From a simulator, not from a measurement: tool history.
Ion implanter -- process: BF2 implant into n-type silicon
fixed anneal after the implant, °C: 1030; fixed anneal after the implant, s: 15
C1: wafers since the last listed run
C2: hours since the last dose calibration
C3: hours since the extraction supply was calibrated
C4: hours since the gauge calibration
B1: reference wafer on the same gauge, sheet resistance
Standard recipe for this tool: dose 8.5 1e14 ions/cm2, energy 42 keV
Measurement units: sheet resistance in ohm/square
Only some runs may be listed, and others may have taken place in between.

run 1 hour=0 | dose=8.5 energy=42 | C1=0 C2=1209.7 C3=4599.2 C4=492.6 | B1=168 | sheet_resistance=158.57
run 2 hour=20.6 | dose=8.5 energy=42 | C1=878 C2=1230.3 C3=4619.8 C4=513.2 | B1=167.76 | sheet_resistance=159.27
run 3 hour=33.4 | dose=8.5 energy=42 | C1=545 C2=1243.1 C3=4632.6 C4=526 | B1=168.11 | sheet_resistance=158.77
run 4 hour=61 | dose=8.5 energy=42 | C1=1176 C2=1270.7 C3=4660.2 C4=553.6 | B1=168.01 | sheet_resistance=158.82
run 5 hour=93.1 | dose=8.5 energy=42 | C1=1368 C2=1302.8 C3=4692.3 C4=585.7 | B1=168.34 | sheet_resistance=160
run 6 hour=107.5 | dose=9.7 energy=42 | C1=613 C2=1317.2 C3=4706.7 C4=600.1 | B1=168 | sheet_resistance=145.53
run 7 hour=143.2 | dose=9.7 energy=42 | C1=1521 C2=1352.9 C3=4742.4 C4=635.8 | B1=168.05 | sheet_resistance=145.76
run 8 hour=163.1 | dose=8.5 energy=42 | C1=848 C2=1372.8 C3=4762.3 C4=655.7 | B1=168.24 | sheet_resistance=161.08
run 9 hour=183.5 | dose=8.5 energy=42 | C1=869 C2=1393.2 C3=4782.7 C4=676.1 | B1=168.12 | sheet_resistance=160.68
run 10 hour=211.9 | dose=8.5 energy=42 | C1=1210 C2=1421.6 C3=4811.1 C4=704.5 | B1=167.97 | sheet_resistance=160.58
run 11 hour=238.2 | dose=8.5 energy=42 | C1=1120 C2=1447.9 C3=4837.4 C4=730.8 | B1=167.96 | sheet_resistance=161.1
-- hour=245.1 gauge calibrated
run 12 hour=255.5 | dose=8.5 energy=42 | C1=737 C2=1465.2 C3=4854.7 C4=10.4 | B1=167.89 | sheet_resistance=159.94
run 13 hour=288 | dose=7.83 energy=36 | C1=1385 C2=1497.7 C3=4887.2 C4=42.9 | B1=167.9 | sheet_resistance=175.63
run 14 hour=316 | dose=6.16 energy=42 | C1=1193 C2=1525.7 C3=4915.2 C4=70.9 | B1=168.11 | sheet_resistance=209.16
run 15 hour=328.8 | dose=10.7 energy=55 | C1=545 C2=1538.5 C3=4928 C4=83.7 | B1=167.85 | sheet_resistance=129.32
run 16 hour=352 | dose=7.68 energy=29 | C1=988 C2=1561.7 C3=4951.2 C4=106.9 | B1=168.11 | sheet_resistance=187.41
run 17 hour=371.9 | dose=6.35 energy=53.5 | C1=848 C2=1581.6 C3=4971.1 C4=126.8 | B1=168.14 | sheet_resistance=200.29
run 18 hour=399.5 | dose=9.6 energy=28 | C1=1176 C2=1609.2 C3=4998.7 C4=154.4 | B1=167.95 | sheet_resistance=164.85
run 19 hour=420.5 | dose=7.12 energy=33.5 | C1=895 C2=1630.2 C3=5019.7 C4=175.4 | B1=168.11 | sheet_resistance=194.06
run 20 hour=445.7 | dose=6.02 energy=42 | C1=1074 C2=1655.4 C3=5044.9 C4=200.6 | B1=168.11 | sheet_resistance=214.51
run 21 hour=460.3 | dose=10.99 energy=50.5 | C1=622 C2=1670 C3=5059.5 C4=215.2 | B1=168.21 | sheet_resistance=129.45
run 22 hour=494.3 | dose=10.99 energy=51 | C1=1449 C2=1704 C3=5093.5 C4=249.2 | B1=168.1 | sheet_resistance=129.29
-- hour=507.2 extraction supply calibrated
run 23 hour=511.9 | dose=8.5 energy=42 | C1=409 C2=1721.6 C3=4.7 C4=266.8 | B1=167.98 | sheet_resistance=162.8
run 24 hour=538.6 | dose=8.5 energy=46.5 | C1=1138 C2=1748.3 C3=31.4 C4=293.5 | B1=167.76 | sheet_resistance=158.87
-- hour=548.1 Faraday cup replaced and dose calibrated
run 25 hour=563.7 | dose=8.5 energy=42 | C1=728 C2=15.6 C3=56.5 C4=318.6 | B1=168.02 | sheet_resistance=155.76
run 26 hour=599.4 | dose=9.72 energy=45.5 | C1=1521 C2=51.3 C3=92.2 C4=354.3 | B1=168.03 | sheet_resistance=138.29
run 27 hour=633.4 | dose=8.5 energy=42 | C1=1449 C2=85.3 C3=126.2 C4=388.3 | B1=167.95 | sheet_resistance=156.17
run 28 hour=666.5 | dose=8.5 energy=42 | C1=1410 C2=118.4 C3=159.3 C4=421.4 | B1=168.02 | sheet_resistance=157.12
run 29 hour=691.4 | dose=6.41 energy=56 | C1=1061 C2=143.3 C3=184.2 C4=446.3 | B1=168.04 | sheet_resistance=190.32
run 30 hour=708.7 | dose=9.79 energy=51 | C1=737 C2=160.6 C3=201.5 C4=463.6 | B1=167.91 | sheet_resistance=136.72
run 31 hour=737.6 | dose=7.61 energy=49.5 | C1=1231 C2=189.5 C3=230.4 C4=492.5 | B1=167.93 | sheet_resistance=166.06
run 32 hour=752.9 | dose=7.26 energy=30.5 | C1=652 C2=204.8 C3=245.7 C4=507.8 | B1=167.9 | sheet_resistance=188.26
run 33 hour=775.9 | dose=6.84 energy=49.5 | C1=980 C2=227.8 C3=268.7 C4=530.8 | B1=168.07 | sheet_resistance=181.02
run 34 hour=796.5 | dose=8.5 energy=42 | C1=878 C2=248.4 C3=289.3 C4=551.4 | B1=168.1 | sheet_resistance=155.87
run 35 hour=817.5 | dose=7.69 energy=42 | C1=895 C2=269.4 C3=310.3 C4=572.4 | B1=168.12 | sheet_resistance=168.53
run 36 hour=829.6 | dose=8.5 energy=42 | C1=515 C2=281.5 C3=322.4 C4=584.5 | B1=167.72 | sheet_resistance=155.17
run 37 hour=863.7 | dose=8.5 energy=42 | C1=1453 C2=315.6 C3=356.5 C4=618.6 | B1=167.98 | sheet_resistance=156.35

Across each entry between runs, compare the hidden state at the last listed run before it with the hidden state at the first listed run after it:
Between runs 11 and 12: gauge calibrated (hour 245.1)
  deviation of the true dose from the Faraday cup's reading, %: -2.98 -> -3.06
  the result without the hidden state subtracted from the measured one, sheet resistance: +3.69 -> +3.77 ohm/square
Between runs 22 and 23: extraction supply calibrated (hour 507.2)
  deviation of the true dose from the Faraday cup's reading, %: -4.31 -> -4.41
  the result without the hidden state subtracted from the measured one, sheet resistance: +3.8 -> +5.56 ohm/square
Between runs 24 and 25: Faraday cup replaced and dose calibrated (hour 548.1)
  deviation of the true dose from the Faraday cup's reading, %: -4.56 -> 0.489
  the result without the hidden state subtracted from the measured one, sheet resistance: +5.83 -> -0.57 ohm/square
